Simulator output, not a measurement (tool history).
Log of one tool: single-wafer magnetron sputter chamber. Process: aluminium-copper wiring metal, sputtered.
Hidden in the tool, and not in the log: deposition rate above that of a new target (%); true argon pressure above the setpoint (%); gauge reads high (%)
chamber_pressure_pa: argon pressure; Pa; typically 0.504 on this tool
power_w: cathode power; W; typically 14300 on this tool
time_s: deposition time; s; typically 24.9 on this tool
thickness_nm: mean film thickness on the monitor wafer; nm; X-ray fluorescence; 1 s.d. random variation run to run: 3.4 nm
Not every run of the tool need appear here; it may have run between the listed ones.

run	hour	chamber_pressure_pa	power_w	time_s	wafers since the last listed run	wafers on the sputter target	hours since the last manometer calibration	hours since the magnet pack was replaced	hours since the gauge calibration	read-back reference wafer on the same gauge, thickness_nm	thickness_nm
1	0.0	0.504	14300	21.0	0	3650	10.1	5547.6	68.6	533.932	484.984
2	100.6	0.504	15850	24.9	2678	6328	110.7	5648.2	169.2	533.263	624.594
3	204.8	0.504	15850	24.9	2774	9103	214.9	5752.4	273.4	534.170	603.877
4	247.4	0.504	15850	24.9	1134	10237	257.5	5795.0	316.0	534.375	603.990
# hour 335.4: sputter target and shields replaced
5	340.6	0.504	12250	24.9	2268	137	350.7	5888.2	409.2	534.531	497.668
6	439.5	0.504	14300	24.9	2633	2771	449.6	5987.1	508.1	533.931	570.887
7	478.5	0.504	14300	24.9	1038	3809	488.6	6026.1	547.1	534.192	573.434
# hour 726.2: sputter target and shields replaced
8	748.9	0.504	12750	24.9	6986	604	759.0	6296.5	817.5	533.556	513.810
9	856.3	0.504	12750	24.9	2859	3464	866.4	6403.9	924.9	534.220	508.826
10	935.3	0.504	14300	24.9	2103	5567	945.4	6482.9	1003.9	533.697	565.555
11	998.5	0.504	14300	24.9	1682	7250	1008.6	6546.1	1067.1	534.589	558.972
12	1042.1	0.504	14300	24.9	1160	8411	1052.2	6589.7	1110.7	533.483	559.920
# hour 1055.3: capacitance manometer re-zeroed and calibrated
13	1086.6	0.680	14300	27.3	971	9383	31.3	6634.2	1155.2	533.577	574.358
# hour 1114.6: sputter target and shields replaced
14	1172.2	0.504	14300	24.9	2066	1533	116.9	6719.8	1240.8	533.827	573.586
15	1258.2	0.504	14300	24.9	2289	3823	202.9	6805.8	1326.8	533.915	573.141
# hour 1296.3: magnet pack replaced
# hour 1323.8: gauge calibrated
16	1329.2	0.504	14300	24.9	1677	5500	273.9	32.9	5.4	534.380	573.094
17	1385.2	0.358	14300	22.7	1491	6991	329.9	88.9	61.4	534.082	538.943
18	1427.8	0.576	12950	24.9	1134	8126	372.5	131.5	104.0	534.285	491.297
19	1510.7	0.647	15650	27.4	2207	10333	455.4	214.4	186.9	533.726	629.995
# hour 1585.3: sputter target and shields replaced
20	1601.7	0.504	15650	24.9	2210	435	546.4	305.4	277.9	533.672	632.823
21	1682.7	0.580	10950	24.9	2156	2592	627.4	386.4	358.9	534.084	431.762
22	1760.2	0.680	14300	27.3	2063	4656	704.9	463.9	436.4	534.517	593.034
23	1861.4	0.504	14300	24.9	2694	7350	806.1	565.1	537.6	534.258	565.813

Estimate the outcome of run 24 from the log above:
24	2038.4	0.504	11300	20.7	4712	12063	983.1	742.1	714.6	?	?

{"run 24": {"read-back reference wafer on the same gauge, thickness_nm": 533.442, "thickness_nm": 354.806}}
If the tool had no hidden condition, the same run with the same run-to-run variation would have returned thickness_nm 379.282 nm.
